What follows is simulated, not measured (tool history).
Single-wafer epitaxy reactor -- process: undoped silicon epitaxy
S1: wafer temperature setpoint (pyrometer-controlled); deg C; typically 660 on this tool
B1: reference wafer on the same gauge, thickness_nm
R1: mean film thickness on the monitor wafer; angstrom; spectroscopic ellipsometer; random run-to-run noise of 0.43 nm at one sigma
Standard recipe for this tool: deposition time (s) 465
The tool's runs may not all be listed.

{"run": 1, "day": 0.0, "S1": 660, "deposition time (s)": 465, "B1": 78.878, "R1": 1111.09}
{"run": 2, "day": 0.967, "S1": 660, "deposition time (s)": 465, "B1": 78.786, "R1": 1117.06}
{"run": 3, "day": 2.071, "S1": 660, "deposition time (s)": 465, "B1": 78.879, "R1": 1112.15}
{"run": 4, "day": 3.088, "S1": 660, "deposition time (s)": 465, "B1": 79.006, "R1": 1106.85}
{"run": 5, "day": 4.096, "S1": 666, "deposition time (s)": 465, "B1": 78.752, "R1": 1255.44}
{"run": 6, "day": 5.542, "S1": 664, "deposition time (s)": 485, "B1": 78.972, "R1": 1267.29}
{"run": 7, "day": 6.558, "S1": 664, "deposition time (s)": 485, "B1": 78.901, "R1": 1260.66}
{"run": 8, "day": 7.983, "S1": 660, "deposition time (s)": 465, "B1": 78.976, "R1": 1127.43}
{"day": 8.396, "done": "pyrometer calibrated"}
{"day": 8.879, "done": "gauge calibrated"}
{"run": 9, "day": 9.279, "S1": 660, "deposition time (s)": 465, "B1": 78.892, "R1": 987.79}
{"run": 10, "day": 10.092, "S1": 674, "deposition time (s)": 528, "B1": 78.894, "R1": 1483.58}
{"run": 11, "day": 11.479, "S1": 660, "deposition time (s)": 523, "B1": 78.804, "R1": 1116.75}
{"run": 12, "day": 12.025, "S1": 660, "deposition time (s)": 465, "B1": 79.028, "R1": 983.47}
{"run": 13, "day": 13.096, "S1": 660, "deposition time (s)": 465, "B1": 79.043, "R1": 992.96}
{"run": 14, "day": 14.704, "S1": 649, "deposition time (s)": 432, "B1": 78.942, "R1": 735.06}
{"run": 15, "day": 16.025, "S1": 646, "deposition time (s)": 555, "B1": 78.772, "R1": 878.11}
{"run": 16, "day": 17.229, "S1": 660, "deposition time (s)": 419, "B1": 78.915, "R1": 902.08}
{"run": 17, "day": 18.317, "S1": 660, "deposition time (s)": 465, "B1": 78.943, "R1": 992.4}
{"run": 18, "day": 19.096, "S1": 648, "deposition time (s)": 500, "B1": 79.022, "R1": 836.31}
{"run": 19, "day": 19.892, "S1": 664, "deposition time (s)": 388, "B1": 78.852, "R1": 909.9}

4 ways to go on from here, each from the tool as it stands after run 19. What would each give?
{"run": "A", "day": 19.912, "S1": 660, "deposition time (s)": 465, "B1": "?", "R1": "?"}
{"run": "B", "day": 19.912, "S1": 656, "deposition time (s)": 503, "B1": "?", "R1": "?"}
{"run": "C", "day": 19.912, "S1": 668, "deposition time (s)": 557, "B1": "?", "R1": "?"}
{"run": "D", "day": 19.912, "S1": 652, "deposition time (s)": 465, "B1": "?", "R1": "?"}

run=A B1=78.877 R1=996.55
run=B B1=78.877 R1=993.01
run=C B1=78.877 R1=1403.95
run=D B1=78.877 R1=845.05
With the hidden condition removed and each run's random variation left untouched, the same runs would have given:
run=A R1=956.33
run=B R1=952.61
run=C R1=1348.19
run=D R1=810.38
